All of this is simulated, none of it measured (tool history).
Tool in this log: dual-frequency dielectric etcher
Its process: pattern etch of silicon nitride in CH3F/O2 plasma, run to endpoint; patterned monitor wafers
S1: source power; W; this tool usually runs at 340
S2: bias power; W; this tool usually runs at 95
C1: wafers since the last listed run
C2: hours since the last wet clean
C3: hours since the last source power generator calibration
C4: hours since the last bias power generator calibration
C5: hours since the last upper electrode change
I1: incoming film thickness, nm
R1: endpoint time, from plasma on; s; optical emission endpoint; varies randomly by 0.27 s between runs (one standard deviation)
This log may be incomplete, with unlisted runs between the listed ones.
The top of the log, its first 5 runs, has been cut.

Run 6, hour 711.9: usual settings but S1 320 W; C1 360; C2 467.1; C3 1536.9; C4 85.8; C5 1478; I1 61.1. Result: R1 66.7 s.
Run 7, hour 818.1: usual settings; C1 856; C2 573.3; C3 1643.1; C4 192; C5 1584.2; I1 61.3. Result: R1 64.4 s.
Run 8, hour 856.5: usual settings but S2 112 W; C1 309; C2 611.7; C3 1681.5; C4 230.4; C5 1622.6; I1 60.5. Result: R1 59.9 s.
Run 9, hour 931.4: usual settings but S2 112 W; C1 604; C2 686.6; C3 1756.4; C4 305.3; C5 1697.5; I1 61.1. Result: R1 60.7 s.
Run 10, hour 983.7: usual settings but S1 400 W; C1 422; C2 738.9; C3 1808.7; C4 357.6; C5 1749.8; I1 61.2. Result: R1 59.4 s.
At hour 1010.8: wet clean of the chamber.
Run 11, hour 1087.1: usual settings but S1 400 W; C1 640; C2 76.3; C3 1912.1; C4 461; C5 1853.2; I1 60.4. Result: R1 58.5 s.
Run 12, hour 1225.6: usual settings but S1 410 W; C1 1117; C2 214.8; C3 2050.6; C4 599.5; C5 1991.7; I1 60.8. Result: R1 57.9 s.
Run 13, hour 1307.3: usual settings; C1 659; C2 296.5; C3 2132.3; C4 681.2; C5 2073.4; I1 60.3. Result: R1 64.2 s.
Run 14, hour 1404.3: usual settings but S1 320 W; C1 782; C2 393.5; C3 2229.3; C4 778.2; C5 2170.4; I1 60.9. Result: R1 67.5 s.
Run 15, hour 1456: usual settings but S1 280 W; C1 417; C2 445.2; C3 2281; C4 829.9; C5 2222.1; I1 60.4. Result: R1 72.3 s.
Run 16, hour 1542.6: usual settings but S1 280 W, S2 87 W; C1 698; C2 531.8; C3 2367.6; C4 916.5; C5 2308.7; I1 61.5. Result: R1 76.7 s.
Run 17, hour 1641.7: usual settings but S1 280 W, S2 114 W; C1 799; C2 630.9; C3 2466.7; C4 1015.6; C5 2407.8; I1 61.4. Result: R1 69.4 s.
At hour 1692.2: source power generator calibrated.
At hour 1708.1: upper electrode replaced.
Run 18, hour 1717.4: usual settings but S1 280 W, S2 86 W; C1 450; C2 706.6; C3 25.2; C4 1091.3; C5 9.3; I1 60.7. Result: R1 74.6 s.
Run 19, hour 1768.8: usual settings but S1 390 W, S2 72 W; C1 414; C2 758; C3 76.6; C4 1142.7; C5 60.7; I1 60.6. Result: R1 64.1 s.
At hour 1802.5: wet clean of the chamber.
Run 20, hour 1811.5: usual settings but S1 410 W, S2 81 W; C1 150; C2 9; C3 119.3; C4 1185.4; C5 103.4; I1 61.3. Result: R1 60.7 s.
Run 21, hour 1897.6: usual settings but S1 380 W, S2 114 W; C1 694; C2 95.1; C3 205.4; C4 1271.5; C5 189.5; I1 61.6. Result: R1 56.7 s.
Run 22, hour 1989.3: usual settings but S1 290 W; C1 739; C2 186.8; C3 297.1; C4 1363.2; C5 281.2; I1 61. Result: R1 71.3 s.

Estimate the outcome of run 23 from the log above:
Run 23, hour 2042.6: usual settings but S1 390 W, S2 79 W; C1 430; C2 240.1; C3 350.4; C4 1416.5; C5 334.5; I1 60.8. Result: R1 ?.

{"run 23": {"R1": 62.8}}
With no hidden state in the tool, this same run would have given R1 62.7 s.
